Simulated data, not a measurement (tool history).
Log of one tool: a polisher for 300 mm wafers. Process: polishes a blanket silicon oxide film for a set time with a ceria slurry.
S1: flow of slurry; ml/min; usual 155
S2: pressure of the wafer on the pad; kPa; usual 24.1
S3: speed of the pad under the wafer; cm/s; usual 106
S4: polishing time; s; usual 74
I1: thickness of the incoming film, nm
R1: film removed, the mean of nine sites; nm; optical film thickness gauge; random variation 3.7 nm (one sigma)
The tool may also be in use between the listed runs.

run 1 hour=0 | S1=155 S2=18.6 S3=106 S4=74 | I1=1077.8 | R1=293.4
run 2 hour=6.1 | S1=155 S2=18.6 S3=106 S4=74 | I1=1072.7 | R1=291.4
run 3 hour=17 | S1=155 S2=24.1 S3=136 S4=74 | I1=1072.2 | R1=446.2
run 4 hour=25.7 | S1=155 S2=24.1 S3=136 S4=74 | I1=1071.6 | R1=445.2
run 5 hour=36.5 | S1=155 S2=24.1 S3=136 S4=74 | I1=1071 | R1=429.9
run 6 hour=44.4 | S1=155 S2=24.1 S3=106 S4=74 | I1=1079.2 | R1=338.5
-- hour=55.4 worn pad replaced by a new one
run 7 hour=55.9 | S1=155 S2=24.1 S3=106 S4=74 | I1=1073.3 | R1=377
run 8 hour=66.4 | S1=195 S2=24.1 S3=72 S4=60 | I1=1084.8 | R1=212.2
run 9 hour=80.6 | S1=155 S2=17.9 S3=120 S4=74 | I1=1075.1 | R1=338.4
run 10 hour=90.9 | S1=155 S2=24.1 S3=106 S4=74 | I1=1092.4 | R1=366.5
-- hour=99.6 head pressure recalibrated
run 11 hour=102.9 | S1=170 S2=20.7 S3=122 S4=96 | I1=1071.8 | R1=484.3
-- hour=112.6 slurry nozzle cleaned
run 12 hour=113.4 | S1=170 S2=24.1 S3=124 S4=51 | I1=1073.1 | R1=292.6
run 13 hour=119.9 | S1=155 S2=17.9 S3=124 S4=95 | I1=1074 | R1=429.2
-- hour=166.3 worn pad replaced by a new one
run 14 hour=169 | S1=155 S2=24.1 S3=106 S4=74 | I1=1086.1 | R1=374.9

Some steps in R1 between neighbouring runs. How much of each would the tool show without its hidden state too (settings, what came in, random variation), and how much is left for the hidden state, with any gauge scatter that isn't in both results?
The hidden state here: removal rate lost through wear of the pad, %; slurry flow missing at the pad, %; deviation of the head's pressure from its setpoint, %.
Run 6 -> 7: worn pad replaced by a new one. R1 +38.5 nm: hidden state +39.2, all else -0.7.
Run 11 -> 12: S2 20.7 -> 24.1, S3 122 -> 124, S4 96 -> 51, slurry nozzle cleaned. R1 -191.7 nm: hidden state +10.4, all else -202.1.

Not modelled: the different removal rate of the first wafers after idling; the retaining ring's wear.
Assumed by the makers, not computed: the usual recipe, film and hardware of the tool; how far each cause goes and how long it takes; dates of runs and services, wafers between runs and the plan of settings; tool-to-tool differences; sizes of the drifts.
